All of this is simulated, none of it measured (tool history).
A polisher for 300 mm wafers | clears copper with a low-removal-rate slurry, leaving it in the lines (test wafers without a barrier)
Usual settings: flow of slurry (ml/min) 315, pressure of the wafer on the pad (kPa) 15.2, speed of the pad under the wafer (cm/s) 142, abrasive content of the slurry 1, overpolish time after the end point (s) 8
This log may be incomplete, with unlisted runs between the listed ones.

run	hour	flow of slurry (ml/min)	pressure of the wafer on the pad (kPa)	speed of the pad under the wafer (cm/s)	abrasive content of the slurry	overpolish time after the end point (s)	wafers since the last listed run	wafers polished on this pad	hours since the slurry nozzle was cleaned	hours since the head pressure was calibrated	hours since the slurry blender was calibrated	incoming thickness of the incoming film, nm	time until the end point was called (s)	dishing of a wide line in a test structure (nm)
1	0	315	15.2	142	1	8	0	466	244.8	294.1	202.5	433.2	125.6	18.5
2	12.3	315	15.2	170	1.1	8	48	514	257.1	306.4	214.8	429.5	108.4	21.7
3	19.5	315	15.2	170	1.1	8	28	543	264.3	313.6	222	432.2	110.1	21.7
# hour 32.4: worn pad replaced by a new one
4	35.3	315	15.2	170	1.1	8	46	11	280.1	329.4	237.8	426.3	106.7	21.1
5	41.8	315	15.2	142	1	8	25	37	286.6	335.9	244.3	431.4	123.4	18.8
# hour 51.7: head pressure recalibrated
6	55.6	315	15.2	142	1	8	46	83	300.4	3.9	258.1	438.8	124.4	18.5
7	65.5	315	15.2	142	1	8	39	122	310.3	13.8	268	431.3	125.5	18.4
8	80.9	315	15.2	142	0.8	8	60	183	325.7	29.2	283.4	429	130.9	17.9
# hour 86.6: slurry blender recalibrated
9	88.9	315	15.2	142	1	8	23	207	333.7	37.2	2.3	425.8	121.5	18.9
10	99.6	315	15.2	142	1	7	42	249	344.4	47.9	13	430.5	123.1	16.6
11	108.2	315	15.2	142	1	8	33	283	353	56.5	21.6	430.2	123.4	18.6
12	117.9	315	15.2	142	1	8	38	322	362.7	66.2	31.3	431.3	126.6	18.8
13	132.4	355	15.2	160	1.2	8	57	379	377.2	80.7	45.8	424.8	107.1	21.1
# hour 168.2: slurry nozzle cleaned
14	170.8	315	13.1	114	0.9	4	147	527	2.6	119.1	84.2	420.6	159.5	7.1
# hour 175.9: worn pad replaced by a new one
15	181.2	355	17.9	142	1	8	25	21	13	129.5	94.6	429.8	102.8	21.7

For run 16, what comes out?
16	188.6	350	12.4	142	1	8	29	50	20.4	136.9	102	426.3	?	?

time until the end point was called (s): 146
dishing of a wide line in a test structure (nm): 15.4
Were there no unlogged condition in the tool, this run, its random variation unchanged, would have produced time until the end point was called (s) 146, dishing of a wide line in a test structure (nm) 15.4.
